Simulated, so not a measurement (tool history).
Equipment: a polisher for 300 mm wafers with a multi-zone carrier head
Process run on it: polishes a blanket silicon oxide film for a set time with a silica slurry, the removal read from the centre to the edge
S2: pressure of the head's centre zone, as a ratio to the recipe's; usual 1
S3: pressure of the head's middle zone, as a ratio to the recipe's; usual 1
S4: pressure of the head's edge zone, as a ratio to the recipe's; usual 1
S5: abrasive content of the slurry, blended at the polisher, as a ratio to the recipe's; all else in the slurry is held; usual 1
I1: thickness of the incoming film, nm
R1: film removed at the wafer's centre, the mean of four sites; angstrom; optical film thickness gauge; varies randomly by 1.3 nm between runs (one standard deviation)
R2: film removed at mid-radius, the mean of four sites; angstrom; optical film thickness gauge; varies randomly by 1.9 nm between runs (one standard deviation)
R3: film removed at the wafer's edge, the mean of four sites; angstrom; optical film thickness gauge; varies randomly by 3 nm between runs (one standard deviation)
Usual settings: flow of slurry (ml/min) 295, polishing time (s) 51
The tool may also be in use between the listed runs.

Run 1, hour 0: usual settings but polishing time (s) 41; I1 792.5. Result: R1 1674 angstrom, R2 1617 angstrom, R3 1572 angstrom.
Run 2, hour 62.8: usual settings but S5 1.15; I1 795.3. Result: R1 2228 angstrom, R2 2116 angstrom, R3 2040 angstrom.
At hour 94.9: slurry nozzle cleaned.
Run 3, hour 96.2: usual settings but S5 1.15; I1 789.6. Result: R1 2208 angstrom, R2 2108 angstrom, R3 2042 angstrom.
At hour 108.7: worn pad replaced by a new one.
Run 4, hour 149.9: usual settings; I1 783.8. Result: R1 2130 angstrom, R2 2002 angstrom, R3 1991 angstrom.
Run 5, hour 176.2: usual settings; I1 769.7. Result: R1 2143 angstrom, R2 1994 angstrom, R3 1966 angstrom.
Run 6, hour 231.9: usual settings; I1 786.9. Result: R1 2082 angstrom, R2 1952 angstrom, R3 1926 angstrom.
Run 7, hour 294.8: usual settings; I1 788.1. Result: R1 2009 angstrom, R2 1913 angstrom, R3 1873 angstrom.
At hour 319.6: worn pad replaced by a new one.
Run 8, hour 340.7: usual settings but flow of slurry (ml/min) 210; I1 782.6. Result: R1 2072 angstrom, R2 1922 angstrom, R3 1984 angstrom.
Run 9, hour 382.4: usual settings but flow of slurry (ml/min) 210; I1 784.7. Result: R1 2031 angstrom, R2 1903 angstrom, R3 1884 angstrom.
At hour 402: centre zone pressure recalibrated.
At hour 427.8: carrier head's membrane replaced by a new one.
Run 10, hour 441.7: usual settings but flow of slurry (ml/min) 210; I1 780.3. Result: R1 1897 angstrom, R2 1878 angstrom, R3 1863 angstrom.
Run 11, hour 508.3: usual settings but S2 1.04, S4 0.88, polishing time (s) 42; I1 782.9. Result: R1 1673 angstrom, R2 1570 angstrom, R3 1509 angstrom.
At hour 536: worn pad replaced by a new one.
At hour 536.7: edge zone pressure recalibrated.
Run 12, hour 551.2: usual settings but S3 0.94, polishing time (s) 35; I1 786.7. Result: R1 1430 angstrom, R2 1311 angstrom, R3 1420 angstrom.
At hour 558.4: slurry nozzle cleaned.
Run 13, hour 602.2: usual settings but S2 1.06, S4 0.94, S5 0.8, polishing time (s) 41; I1 778.1. Result: R1 1512 angstrom, R2 1382 angstrom, R3 1358 angstrom.
Run 14, hour 632.1: usual settings but flow of slurry (ml/min) 335, S3 0.94, S4 0.92; I1 783.8. Result: R1 2065 angstrom, R2 1891 angstrom, R3 1928 angstrom.
Run 15, hour 663.8: usual settings; I1 797. Result: R1 2034 angstrom, R2 1931 angstrom, R3 1924 angstrom.
Run 16, hour 705.4: usual settings; I1 776.7. Result: R1 2005 angstrom, R2 1913 angstrom, R3 1894 angstrom.
At hour 713.3: worn pad replaced by a new one.
Run 17, hour 766.7: usual settings but flow of slurry (ml/min) 235, S2 0.89, S5 1.1; I1 782.9. Result: R1 1975 angstrom, R2 2064 angstrom, R3 2066 angstrom.
Run 18, hour 912.4: usual settings; I1 781.9. Result: R1 2008 angstrom, R2 1886 angstrom, R3 1880 angstrom.
At hour 916.6: worn pad replaced by a new one.
Run 19, hour 963.2: usual settings but flow of slurry (ml/min) 265; I1 775.6. Result: R1 2072 angstrom, R2 2002 angstrom, R3 2015 angstrom.
Run 20, hour 1028.2: usual settings; I1 779.6. Result: R1 2070 angstrom, R2 1932 angstrom, R3 1940 angstrom.

Alternative continuations, all from the tool just after run 20; predict every row:
Run A, hour 1028.6: usual settings; I1 780.6. Result: R1 ?, R2 ?, R3 ?.
Run B, hour 1028.6: usual settings but S4 1.09; I1 780.6. Result: R1 ?, R2 ?, R3 ?.
Run C, hour 1028.6: usual settings but S4 0.88, S5 1.25, polishing time (s) 39; I1 780.6. Result: R1 ?, R2 ?, R3 ?.
Run D, hour 1028.6: usual settings but polishing time (s) 56; I1 780.6. Result: R1 ?, R2 ?, R3 ?.

run    R1    R2    R3
  A  2085  1943  1918
  B  2085  1942  2001
  C  1780  1659  1542
  D  2290  2133  2106
Without the tool's unlogged condition, the same runs would have read:
run    R1    R2    R3
  A  2072  2034  2007
  B  2072  2033  2094
  C  1769  1736  1614
  D  2275  2233  2204

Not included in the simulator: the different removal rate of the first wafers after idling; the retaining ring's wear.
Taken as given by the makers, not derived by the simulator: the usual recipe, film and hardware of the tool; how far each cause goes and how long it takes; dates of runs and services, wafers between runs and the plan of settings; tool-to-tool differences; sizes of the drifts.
